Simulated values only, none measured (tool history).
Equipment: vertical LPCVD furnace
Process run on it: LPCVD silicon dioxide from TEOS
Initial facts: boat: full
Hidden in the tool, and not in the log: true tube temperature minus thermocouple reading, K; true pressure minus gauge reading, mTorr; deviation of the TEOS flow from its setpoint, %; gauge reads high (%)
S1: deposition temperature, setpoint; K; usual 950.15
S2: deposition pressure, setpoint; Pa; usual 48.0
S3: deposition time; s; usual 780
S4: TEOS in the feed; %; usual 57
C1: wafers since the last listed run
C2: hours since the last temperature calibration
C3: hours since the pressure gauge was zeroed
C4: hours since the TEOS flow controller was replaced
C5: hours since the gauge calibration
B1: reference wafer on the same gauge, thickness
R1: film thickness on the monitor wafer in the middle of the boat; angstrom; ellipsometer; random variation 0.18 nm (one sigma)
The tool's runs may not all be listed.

{"run": 1, "hour": 0.0, "S1": 950.15, "S2": 48.0, "S3": 780, "S4": 57, "C1": 0, "C2": 2309.5, "C3": 1522.7, "C4": 3296.7, "C5": 42.7, "B1": 49.94, "R1": 610.9}
{"run": 2, "hour": 7.1, "S1": 950.15, "S2": 48.0, "S3": 570, "S4": 57, "C1": 120, "C2": 2316.6, "C3": 1529.8, "C4": 3303.8, "C5": 49.8, "B1": 49.92, "R1": 446.0}
{"run": 3, "hour": 48.3, "S1": 950.15, "S2": 48.0, "S3": 570, "S4": 57, "C1": 700, "C2": 2357.8, "C3": 1571.0, "C4": 3345.0, "C5": 91.0, "B1": 49.89, "R1": 445.4}
{"run": 4, "hour": 59.8, "S1": 950.15, "S2": 48.0, "S3": 570, "S4": 57, "C1": 195, "C2": 2369.3, "C3": 1582.5, "C4": 3356.5, "C5": 102.5, "B1": 49.94, "R1": 447.1}
{"run": 5, "hour": 68.3, "S1": 950.15, "S2": 48.0, "S3": 780, "S4": 57, "C1": 144, "C2": 2377.8, "C3": 1591.0, "C4": 3365.0, "C5": 111.0, "B1": 50.0, "R1": 610.8}
{"run": 6, "hour": 84.3, "S1": 950.15, "S2": 48.0, "S3": 780, "S4": 57, "C1": 271, "C2": 2393.8, "C3": 1607.0, "C4": 3381.0, "C5": 127.0, "B1": 49.87, "R1": 609.3}
{"run": 7, "hour": 90.4, "S1": 950.15, "S2": 48.0, "S3": 780, "S4": 63, "C1": 103, "C2": 2399.9, "C3": 1613.1, "C4": 3387.1, "C5": 133.1, "B1": 49.88, "R1": 644.7}
{"run": 8, "hour": 107.9, "S1": 950.15, "S2": 48.0, "S3": 780, "S4": 57, "C1": 297, "C2": 2417.4, "C3": 1630.6, "C4": 3404.6, "C5": 150.6, "B1": 49.9, "R1": 613.0}
{"run": 9, "hour": 116.5, "S1": 950.15, "S2": 48.0, "S3": 780, "S4": 57, "C1": 146, "C2": 2426.0, "C3": 1639.2, "C4": 3413.2, "C5": 159.2, "B1": 49.88, "R1": 613.5}
{"run": 10, "hour": 129.0, "S1": 950.15, "S2": 48.0, "S3": 780, "S4": 57, "C1": 212, "C2": 2438.5, "C3": 1651.7, "C4": 3425.7, "C5": 171.7, "B1": 49.92, "R1": 611.0}
{"run": 11, "hour": 144.7, "S1": 950.15, "S2": 48.0, "S3": 780, "S4": 57, "C1": 266, "C2": 2454.2, "C3": 1667.4, "C4": 3441.4, "C5": 187.4, "B1": 49.88, "R1": 611.9}
{"run": 12, "hour": 158.8, "S1": 950.15, "S2": 48.0, "S3": 540, "S4": 57, "C1": 239, "C2": 2468.3, "C3": 1681.5, "C4": 3455.5, "C5": 201.5, "B1": 49.87, "R1": 425.6}
{"run": 13, "hour": 167.6, "S1": 950.15, "S2": 41.3, "S3": 570, "S4": 57, "C1": 149, "C2": 2477.1, "C3": 1690.3, "C4": 3464.3, "C5": 210.3, "B1": 49.88, "R1": 413.3}
{"run": 14, "hour": 181.0, "S1": 950.15, "S2": 41.3, "S3": 570, "S4": 57, "C1": 227, "C2": 2490.5, "C3": 1703.7, "C4": 3477.7, "C5": 223.7, "B1": 49.94, "R1": 413.6}
{"run": 15, "hour": 194.5, "S1": 959.15, "S2": 53.3, "S3": 1080, "S4": 65, "C1": 229, "C2": 2504.0, "C3": 1717.2, "C4": 3491.2, "C5": 237.2, "B1": 49.87, "R1": 1181.6}
{"run": 16, "hour": 204.1, "S1": 950.15, "S2": 56.0, "S3": 780, "S4": 57, "C1": 163, "C2": 2513.6, "C3": 1726.8, "C4": 3500.8, "C5": 246.8, "B1": 50.0, "R1": 656.8}
{"hour": 231.6, "done": "TEOS flow controller replaced"}
{"run": 17, "hour": 232.1, "S1": 941.15, "S2": 48.0, "S3": 780, "S4": 57, "C1": 67, "C2": 2541.6, "C3": 1754.8, "C4": 0.5, "C5": 274.8, "B1": 49.98, "R1": 491.9}
{"run": 18, "hour": 235.6, "S1": 955.15, "S2": 48.0, "S3": 570, "S4": 57, "C1": 59, "C2": 2545.1, "C3": 1758.3, "C4": 4.0, "C5": 278.3, "B1": 49.95, "R1": 504.3}
{"run": 19, "hour": 242.5, "S1": 945.15, "S2": 54.0, "S3": 510, "S4": 52, "C1": 117, "C2": 2552.0, "C3": 1765.2, "C4": 10.9, "C5": 285.2, "B1": 49.94, "R1": 358.2}
{"run": 20, "hour": 249.4, "S1": 947.15, "S2": 48.0, "S3": 480, "S4": 65, "C1": 117, "C2": 2558.9, "C3": 1772.1, "C4": 17.8, "C5": 292.1, "B1": 49.89, "R1": 374.3}
{"hour": 249.9, "done": "gauge calibrated"}
{"run": 21, "hour": 264.2, "S1": 946.15, "S2": 54.0, "S3": 690, "S4": 46, "C1": 251, "C2": 2573.7, "C3": 1786.9, "C4": 32.6, "C5": 14.3, "B1": 49.95, "R1": 465.2}
{"run": 22, "hour": 281.7, "S1": 940.15, "S2": 42.0, "S3": 960, "S4": 64, "C1": 297, "C2": 2591.2, "C3": 1804.4, "C4": 50.1, "C5": 31.8, "B1": 49.85, "R1": 584.5}
{"hour": 322.1, "done": "thermocouples replaced and temperature profile calibrated"}
{"hour": 333.1, "done": "pressure gauge zeroed"}
{"run": 23, "hour": 333.6, "S1": 950.15, "S2": 48.0, "S3": 780, "S4": 57, "C1": 286, "C2": 11.5, "C3": 0.5, "C4": 102.0, "C5": 83.7, "B1": 49.88, "R1": 556.8}
{"run": 24, "hour": 337.1, "S1": 955.15, "S2": 40.0, "S3": 990, "S4": 64, "C1": 59, "C2": 15.0, "C3": 4.0, "C4": 105.5, "C5": 87.2, "B1": 49.95, "R1": 767.6}
{"run": 25, "hour": 340.6, "S1": 950.15, "S2": 48.0, "S3": 780, "S4": 57, "C1": 59, "C2": 18.5, "C3": 7.5, "C4": 109.0, "C5": 90.7, "B1": 50.0, "R1": 557.5}
{"run": 26, "hour": 353.4, "S1": 953.15, "S2": 43.3, "S3": 780, "S4": 57, "C1": 217, "C2": 31.3, "C3": 20.3, "C4": 121.8, "C5": 103.5, "B1": 49.9, "R1": 564.7}
{"run": 27, "hour": 370.8, "S1": 945.15, "S2": 55.3, "S3": 930, "S4": 68, "C1": 295, "C2": 48.7, "C3": 37.7, "C4": 139.2, "C5": 120.9, "B1": 49.91, "R1": 688.8}
{"run": 28, "hour": 409.7, "S1": 950.15, "S2": 48.0, "S3": 780, "S4": 46, "C1": 661, "C2": 87.6, "C3": 76.6, "C4": 178.1, "C5": 159.8, "B1": 49.91, "R1": 502.6}
{"run": 29, "hour": 424.4, "S1": 950.15, "S2": 48.0, "S3": 780, "S4": 57, "C1": 249, "C2": 102.3, "C3": 91.3, "C4": 192.8, "C5": 174.5, "B1": 49.89, "R1": 561.8}
{"run": 30, "hour": 440.1, "S1": 950.15, "S2": 57.3, "S3": 780, "S4": 57, "C1": 266, "C2": 118.0, "C3": 107.0, "C4": 208.5, "C5": 190.2, "B1": 49.87, "R1": 611.5}
{"run": 31, "hour": 449.5, "S1": 950.15, "S2": 42.7, "S3": 780, "S4": 52, "C1": 159, "C2": 127.4, "C3": 116.4, "C4": 217.9, "C5": 199.6, "B1": 49.95, "R1": 505.9}

Take each entry between the runs: how does the hidden state at the last listed run before it differ from the hidden state at the first listed run after it?
In the gap between runs 16 and 17: TEOS flow controller replaced (hour 231.6)
  true tube temperature minus thermocouple reading, K: 4.64 -> 4.65
  the result without the hidden state subtracted from the measured one, R1: +70.0 -> +53.5 angstrom
In the gap between runs 20 and 21: gauge calibrated (hour 249.9)
  no hidden state differs between the two runs
  the result without the hidden state subtracted from the measured one, R1: +40.2 -> +50.2 angstrom
In the gap between runs 22 and 23: thermocouples replaced and temperature profile calibrated (hour 322.1); pressure gauge zeroed (hour 333.1)
  true tube temperature minus thermocouple reading, K: 4.66 -> 0.633
  the result without the hidden state subtracted from the measured one, R1: +63.8 -> +8.5 angstrom
